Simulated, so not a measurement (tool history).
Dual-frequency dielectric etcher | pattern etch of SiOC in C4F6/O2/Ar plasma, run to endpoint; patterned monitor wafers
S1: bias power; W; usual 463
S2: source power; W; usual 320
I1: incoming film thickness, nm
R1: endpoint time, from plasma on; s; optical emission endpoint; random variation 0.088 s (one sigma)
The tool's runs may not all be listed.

| run | hour | S1 | S2 | I1 | R1 |
|---|---|---|---|---|---|
| 1 | 0 | 417 | 370 | 30.5 | 10.5 |
|  | 10.8 | wet clean of the chamber |
| 2 | 15.2 | 417 | 370 | 30.93 | 11.1 |
| 3 | 47.2 | 529 | 320 | 30.83 | 10.2 |
| 4 | 72.2 | 432 | 360 | 30.54 | 10.7 |
| 5 | 86.5 | 432 | 360 | 30.48 | 10.6 |
| 6 | 110.6 | 463 | 360 | 30.67 | 10.3 |
| 7 | 145.4 | 463 | 360 | 30.67 | 10.3 |
| 8 | 159.1 | 498 | 320 | 30.79 | 10.4 |
| 9 | 182.5 | 498 | 320 | 31.01 | 10.2 |
| 10 | 209.6 | 509 | 320 | 30.53 | 10.1 |
| 11 | 221.7 | 509 | 320 | 30.83 | 10.2 |
| 12 | 248.8 | 509 | 320 | 30.97 | 10.3 |
| 13 | 284.6 | 463 | 260 | 30.8 | 11.2 |
| 14 | 313.2 | 463 | 260 | 30.93 | 11.2 |
| 15 | 328 | 463 | 320 | 30.88 | 10.5 |
| 16 | 361 | 463 | 320 | 30.4 | 10.4 |
|  | 450.7 | wet clean of the chamber |
| 17 | 451.2 | 463 | 320 | 30.82 | 11.1 |
| 18 | 462.9 | 496 | 400 | 30.9 | 9.9 |
|  | 495.3 | upper electrode replaced |
| 19 | 495.8 | 356 | 280 | 30.91 | 13.3 |
| 20 | 503.5 | 370 | 270 | 30.83 | 13.1 |
| 21 | 539.4 | 517 | 320 | 30.72 | 10.2 |
| 22 | 567.1 | 576 | 340 | 30.65 | 9.6 |
|  | 572.8 | bias power generator calibrated |
| 23 | 579.9 | 561 | 300 | 30.96 | 10.1 |
| 24 | 608.9 | 538 | 260 | 30.83 | 10.8 |
|  | 627.4 | source power generator calibrated |
| 25 | 639.8 | 575 | 320 | 30.78 | 9.6 |
| 26 | 655.7 | 463 | 320 | 30.95 | 10.8 |
| 27 | 672.5 | 463 | 340 | 30.84 | 10.5 |
| 28 | 698 | 398 | 280 | 30.9 | 12 |
| 29 | 711.5 | 463 | 320 | 30.92 | 10.7 |
| 30 | 729.3 | 575 | 270 | 31.1 | 10.2 |
| 31 | 742.6 | 389 | 300 | 30.92 | 11.9 |
| 32 | 774.7 | 463 | 320 | 30.86 | 10.6 |
|  | 822 | wet clean of the chamber |
| 33 | 822.5 | 575 | 380 | 30.91 | 9.4 |
| 34 | 835.5 | 463 | 360 | 30.54 | 10.5 |

Measured less the same run without the tool's hidden state. The same run-to-run variation is in both; the gauge's scatter may not be:
The hidden state here: etch rate over this chamber's usual, %; bias power that arrives over what is set, %; source power that arrives over what is set, %.
| run | R1 |
|---|---|
| 1 | -0.5 |
| 2 | -0.1 |
| 3 | -0.2 |
| 4 | -0.1 |
| 5 | -0.2 |
| 6 | -0.2 |
| 7 | -0.3 |
| 8 | -0.3 |
| 9 | -0.3 |
| 10 | -0.3 |
| 11 | -0.3 |
| 12 | -0.4 |
| 13 | -0.5 |
| 14 | -0.6 |
| 15 | -0.6 |
| 16 | -0.6 |
| 17 | +0 |
| 18 | +0 |
| 19 | -0.1 |
| 20 | -0.1 |
| 21 | -0.2 |
| 22 | -0.2 |
| 23 | -0.2 |
| 24 | -0.2 |
| 25 | -0.3 |
| 26 | -0.3 |
| 27 | -0.3 |
| 28 | -0.4 |
| 29 | -0.4 |
| 30 | -0.4 |
| 31 | -0.5 |
| 32 | -0.4 |
| 33 | +0 |
| 34 | +0 |

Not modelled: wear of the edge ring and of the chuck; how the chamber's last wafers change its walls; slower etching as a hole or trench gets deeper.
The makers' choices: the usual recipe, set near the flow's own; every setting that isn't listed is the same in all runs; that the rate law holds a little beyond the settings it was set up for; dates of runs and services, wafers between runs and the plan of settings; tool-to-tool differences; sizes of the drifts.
